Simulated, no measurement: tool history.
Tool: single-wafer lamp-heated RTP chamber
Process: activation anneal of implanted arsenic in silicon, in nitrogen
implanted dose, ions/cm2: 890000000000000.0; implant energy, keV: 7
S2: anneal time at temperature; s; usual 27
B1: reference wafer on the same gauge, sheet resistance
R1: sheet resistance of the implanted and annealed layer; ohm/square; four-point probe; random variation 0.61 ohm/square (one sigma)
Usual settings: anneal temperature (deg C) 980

Run 1, day 0: usual settings but S2 22 s; B1 174.04. Result: R1 177.27 ohm/square.
Run 2, day 2.246: usual settings but S2 22 s; B1 173.98. Result: R1 175.65 ohm/square.
Run 3, day 5.933: usual settings; B1 174. Result: R1 168.66 ohm/square.
Run 4, day 8.858: usual settings; B1 173.97. Result: R1 169.43 ohm/square.
Run 5, day 11.858: usual settings but anneal temperature (deg C) 990, S2 33 s; B1 174.09. Result: R1 153.45 ohm/square.
At day 14.717: pyrometer window cleaned and pyrometer calibrated.
Run 6, day 14.792: usual settings but anneal temperature (deg C) 990, S2 33 s; B1 174.12. Result: R1 158.41 ohm/square.
Run 7, day 19.25: usual settings but S2 17 s; B1 173.95. Result: R1 185.22 ohm/square.
Run 8, day 20.862: usual settings but S2 17 s; B1 173.92. Result: R1 184.97 ohm/square.
At day 22.567: reflector plate cleaned.
Run 9, day 22.988: usual settings; B1 173.96. Result: R1 174.97 ohm/square.
Run 10, day 25.421: usual settings; B1 174.07. Result: R1 174.15 ohm/square.
Run 11, day 28.021: usual settings; B1 174.05. Result: R1 172.14 ohm/square.
At day 29.379: gauge calibrated.
Run 12, day 30.529: usual settings; B1 173.78. Result: R1 170.79 ohm/square.
Run 13, day 34.012: usual settings but anneal temperature (deg C) 997, S2 38 s; B1 173.97. Result: R1 147.28 ohm/square.
Run 14, day 35.754: usual settings but S2 19 s; B1 174.06. Result: R1 179.02 ohm/square.
At day 38.471: pyrometer window cleaned and pyrometer calibrated.
Run 15, day 38.492: usual settings; B1 174.05. Result: R1 172.85 ohm/square.
Run 16, day 41.342: usual settings; B1 173.93. Result: R1 173.47 ohm/square.
Run 17, day 45.529: usual settings; B1 174.03. Result: R1 172.52 ohm/square.
Run 18, day 49.2: usual settings but anneal temperature (deg C) 998, S2 17 s; B1 173.98. Result: R1 168.97 ohm/square.
At day 52.404: reflector plate cleaned.
Run 19, day 53.671: usual settings but anneal temperature (deg C) 972, S2 43 s; B1 174.08. Result: R1 166.64 ohm/square.
Run 20, day 56.804: usual settings; B1 173.76. Result: R1 172.19 ohm/square.
Run 21, day 59.354: usual settings but S2 38 s; B1 174.19. Result: R1 159.56 ohm/square.
Run 22, day 68.542: usual settings but anneal temperature (deg C) 958; B1 174.01. Result: R1 183.27 ohm/square.
At day 69.55: pyrometer window cleaned and pyrometer calibrated.
Run 23, day 71.2: usual settings but anneal temperature (deg C) 957, S2 36 s; B1 173.96. Result: R1 183.74 ohm/square.
Run 24, day 73.862: usual settings but anneal temperature (deg C) 1005, S2 38 s; B1 174.02. Result: R1 143.81 ohm/square.
Run 25, day 78.042: usual settings but S2 37 s; B1 174. Result: R1 162.35 ohm/square.
At day 79.167: reflector plate cleaned.
Run 26, day 82.3: usual settings but anneal temperature (deg C) 960, S2 15 s; B1 173.91. Result: R1 207.02 ohm/square.
Run 27, day 84.883: usual settings but anneal temperature (deg C) 958, S2 34 s; B1 174.01. Result: R1 183.5 ohm/square.
Run 28, day 89.329: usual settings but anneal temperature (deg C) 962; B1 173.77. Result: R1 183.79 ohm/square.
Run 29, day 91.433: usual settings; B1 173.98. Result: R1 169.02 ohm/square.
At day 95.746: pyrometer window cleaned and pyrometer calibrated.
Run 30, day 95.767: usual settings; B1 173.74. Result: R1 172.32 ohm/square.
Run 31, day 98.554: usual settings but anneal temperature (deg C) 962, S2 34 s; B1 174.04. Result: R1 179.86 ohm/square.
Run 32, day 100.242: usual settings; B1 173.87. Result: R1 172.9 ohm/square.
Run 33, day 103.133: usual settings but anneal temperature (deg C) 955, S2 14 s; B1 173.9. Result: R1 210.18 ohm/square.
Run 34, day 104.638: usual settings but anneal temperature (deg C) 952, S2 18 s; B1 173.84. Result: R1 206.73 ohm/square.
At day 105.775: reflector plate cleaned.
Run 35, day 110.658: usual settings; B1 173.83. Result: R1 172.49 ohm/square.

Forecast each of these 5 alternatives for the next run:
Run A, day 110.675: usual settings; B1 ?. Result: R1 ?.
Run B, day 110.675: usual settings but anneal temperature (deg C) 956, S2 16 s; B1 ?. Result: R1 ?.
Run C, day 110.675: usual settings but anneal temperature (deg C) 1007, S2 15 s; B1 ?. Result: R1 ?.
Run D, day 110.675: usual settings but anneal temperature (deg C) 990, S2 13 s; B1 ?. Result: R1 ?.
Run E, day 110.675: usual settings but anneal temperature (deg C) 1003, S2 14 s; B1 ?. Result: R1 ?.

run      B1      R1
  A  173.92  171.29
  B  173.92  206.35
  C  173.92  166.26
  D  173.92  183.64
  E  173.92  171.33
Without the tool's hidden state the same runs would have given:
run      R1
  A  175.52
  B  211.06
  C  170.22
  D  187.71
  E  175.33
